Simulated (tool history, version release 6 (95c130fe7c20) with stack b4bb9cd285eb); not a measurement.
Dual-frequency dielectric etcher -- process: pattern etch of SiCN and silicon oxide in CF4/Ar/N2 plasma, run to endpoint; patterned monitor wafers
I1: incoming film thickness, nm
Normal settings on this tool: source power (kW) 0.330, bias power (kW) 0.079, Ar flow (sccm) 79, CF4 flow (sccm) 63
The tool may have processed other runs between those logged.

run 1 day=0.000 | source_power_(kW)=0.330 bias_power_(kW)=0.069 Ar_flow_(sccm)=79 CF4_flow_(sccm)=63 | I1=12.04 | endpoint_time_(s)=18.3
run 2 day=0.658 | source_power_(kW)=0.330 bias_power_(kW)=0.079 Ar_flow_(sccm)=79 CF4_flow_(sccm)=63 | I1=12.04 | endpoint_time_(s)=16.9
run 3 day=1.342 | source_power_(kW)=0.330 bias_power_(kW)=0.079 Ar_flow_(sccm)=79 CF4_flow_(sccm)=63 | I1=12.05 | endpoint_time_(s)=16.9
run 4 day=1.717 | source_power_(kW)=0.330 bias_power_(kW)=0.079 Ar_flow_(sccm)=79 CF4_flow_(sccm)=63 | I1=12.05 | endpoint_time_(s)=16.9
-- day=2.212 Ar flow controller replaced
run 5 day=2.233 | source_power_(kW)=0.330 bias_power_(kW)=0.079 Ar_flow_(sccm)=79 CF4_flow_(sccm)=63 | I1=11.94 | endpoint_time_(s)=16.7
run 6 day=2.462 | source_power_(kW)=0.330 bias_power_(kW)=0.079 Ar_flow_(sccm)=79 CF4_flow_(sccm)=63 | I1=11.93 | endpoint_time_(s)=16.7
run 7 day=3.100 | source_power_(kW)=0.330 bias_power_(kW)=0.079 Ar_flow_(sccm)=79 CF4_flow_(sccm)=63 | I1=12.07 | endpoint_time_(s)=16.8
run 8 day=3.517 | source_power_(kW)=0.330 bias_power_(kW)=0.079 Ar_flow_(sccm)=79 CF4_flow_(sccm)=63 | I1=11.95 | endpoint_time_(s)=16.7
-- day=4.679 upper electrode replaced
run 9 day=4.700 | source_power_(kW)=0.350 bias_power_(kW)=0.079 Ar_flow_(sccm)=70 CF4_flow_(sccm)=63 | I1=12.05 | endpoint_time_(s)=15.9
-- day=5.792 wet clean of the chamber
run 10 day=5.812 | source_power_(kW)=0.360 bias_power_(kW)=0.059 Ar_flow_(sccm)=64 CF4_flow_(sccm)=54 | I1=12.10 | endpoint_time_(s)=19.2
run 11 day=6.021 | source_power_(kW)=0.330 bias_power_(kW)=0.079 Ar_flow_(sccm)=79 CF4_flow_(sccm)=56 | I1=11.93 | endpoint_time_(s)=17.7
run 12 day=6.317 | source_power_(kW)=0.280 bias_power_(kW)=0.074 Ar_flow_(sccm)=71 CF4_flow_(sccm)=76 | I1=12.01 | endpoint_time_(s)=19.9
run 13 day=7.046 | source_power_(kW)=0.330 bias_power_(kW)=0.079 Ar_flow_(sccm)=79 CF4_flow_(sccm)=63 | I1=12.04 | endpoint_time_(s)=17.5
run 14 day=7.312 | source_power_(kW)=0.330 bias_power_(kW)=0.065 Ar_flow_(sccm)=79 CF4_flow_(sccm)=54 | I1=11.95 | endpoint_time_(s)=19.9
run 15 day=7.658 | source_power_(kW)=0.280 bias_power_(kW)=0.079 Ar_flow_(sccm)=79 CF4_flow_(sccm)=68 | I1=12.06 | endpoint_time_(s)=19.8
run 16 day=8.212 | source_power_(kW)=0.330 bias_power_(kW)=0.079 Ar_flow_(sccm)=79 CF4_flow_(sccm)=63 | I1=12.07 | endpoint_time_(s)=17.5
run 17 day=8.488 | source_power_(kW)=0.290 bias_power_(kW)=0.072 Ar_flow_(sccm)=66 CF4_flow_(sccm)=48 | I1=11.96 | endpoint_time_(s)=20.4
run 18 day=9.146 | source_power_(kW)=0.330 bias_power_(kW)=0.079 Ar_flow_(sccm)=67 CF4_flow_(sccm)=63 | I1=12.10 | endpoint_time_(s)=17.2
run 19 day=9.704 | source_power_(kW)=0.330 bias_power_(kW)=0.079 Ar_flow_(sccm)=79 CF4_flow_(sccm)=53 | I1=11.99 | endpoint_time_(s)=17.8
run 20 day=10.208 | source_power_(kW)=0.330 bias_power_(kW)=0.079 Ar_flow_(sccm)=79 CF4_flow_(sccm)=63 | I1=12.00 | endpoint_time_(s)=17.3
run 21 day=10.738 | source_power_(kW)=0.330 bias_power_(kW)=0.073 Ar_flow_(sccm)=79 CF4_flow_(sccm)=63 | I1=11.98 | endpoint_time_(s)=18.2
run 22 day=11.000 | source_power_(kW)=0.300 bias_power_(kW)=0.079 Ar_flow_(sccm)=79 CF4_flow_(sccm)=57 | I1=12.02 | endpoint_time_(s)=19.0
run 23 day=11.396 | source_power_(kW)=0.280 bias_power_(kW)=0.079 Ar_flow_(sccm)=90 CF4_flow_(sccm)=63 | I1=11.93 | endpoint_time_(s)=20.0
run 24 day=12.079 | source_power_(kW)=0.250 bias_power_(kW)=0.079 Ar_flow_(sccm)=79 CF4_flow_(sccm)=63 | I1=12.03 | endpoint_time_(s)=21.7

Alternative continuations, all from the tool just after run 24; predict every row:
run A day=12.096 | source_power_(kW)=0.330 bias_power_(kW)=0.079 Ar_flow_(sccm)=79 CF4_flow_(sccm)=63 | I1=11.97 | endpoint_time_(s)=?
run B day=12.096 | source_power_(kW)=0.330 bias_power_(kW)=0.099 Ar_flow_(sccm)=89 CF4_flow_(sccm)=63 | I1=11.97 | endpoint_time_(s)=?
run C day=12.096 | source_power_(kW)=0.400 bias_power_(kW)=0.064 Ar_flow_(sccm)=87 CF4_flow_(sccm)=63 | I1=11.97 | endpoint_time_(s)=?
run D day=12.096 | source_power_(kW)=0.350 bias_power_(kW)=0.071 Ar_flow_(sccm)=86 CF4_flow_(sccm)=75 | I1=11.97 | endpoint_time_(s)=?

run=A endpoint_time_(s)=17.3
run=B endpoint_time_(s)=15.5
run=C endpoint_time_(s)=16.9
run=D endpoint_time_(s)=17.3
Without the tool's hidden state the same runs would have given:
run=A endpoint_time_(s)=17.4
run=B endpoint_time_(s)=15.6
run=C endpoint_time_(s)=17.0
run=D endpoint_time_(s)=17.4
